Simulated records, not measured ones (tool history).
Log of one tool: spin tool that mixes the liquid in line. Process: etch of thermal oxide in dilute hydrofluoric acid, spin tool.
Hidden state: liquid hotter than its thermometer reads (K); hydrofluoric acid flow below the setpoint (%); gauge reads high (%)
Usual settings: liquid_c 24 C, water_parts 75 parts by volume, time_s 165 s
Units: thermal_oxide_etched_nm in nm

run,hour,liquid_c,water_parts,time_s,wafers since the last listed run,hours since the thermometer was replaced,hours since the hydrofluoric acid flow meter was replaced,hours since the gauge calibration,"read-back film thickness of the thermal oxide reference wafer, read on the same gauge (nm)",thermal_oxide_etched_nm
1,0,24,75,165,0,990.8,1128.9,841.6,89.65,11.16
2,39.8,24,75,165,332,1030.6,1168.7,881.4,89.5,11.1
3,96.4,24,75,165,472,1087.2,1225.3,938,89.25,11.07
4,125.5,24,75,165,242,1116.3,1254.4,967.1,89.13,11.11
5,179.7,24,75,165,452,1170.5,1308.6,1021.3,88.87,11.07
6,212.9,24,55,165,277,1203.7,1341.8,1054.5,88.71,15.33
7,237.7,24,55,165,207,1228.5,1366.6,1079.3,88.58,15.43
8,300.1,24,75,185,521,1290.9,1429,1141.7,88.26,12.28
9,324.4,24,75,165,202,1315.2,1453.3,1166,88.13,10.96
10,362.5,24,75,165,318,1353.3,1491.4,1204.1,87.93,10.79
11,431.1,24,100,165,572,1421.9,1560,1272.7,87.52,7.86
12,460.6,24,100,165,246,1451.4,1589.5,1302.2,87.36,7.8
13,521.5,24,100,165,508,1512.3,1650.4,1363.1,86.98,7.89
# hour 539.2: thermometer replaced
14,556.9,24,75,165,287,17.7,1685.8,1398.5,86.74,10.62
# hour 592.7: hydrofluoric acid flow meter replaced
15,593.8,20.5,115,100,299,54.6,1.1,1435.4,86.51,3.53
# hour 645.1: gauge calibrated
16,648.9,26,45,80,460,109.7,56.2,3.8,90.02,10.13
17,692.9,24,55,165,367,153.7,100.2,47.8,89.98,15.73
18,745.6,24,75,165,440,206.4,152.9,100.5,89.99,11.24
19,797.9,20.5,95,165,436,258.7,205.2,152.8,89.98,7.45

Forecast run 20:
20,850.4,28.5,75,165,438,311.2,257.7,205.3,?,?

{"run 20": {"read-back film thickness of the thermal oxide reference wafer, read on the same gauge (nm)": 89.93, "thermal_oxide_etched_nm": 13.33}}
Without the tool's hidden state the same run would have given thermal_oxide_etched_nm 13.34 nm.
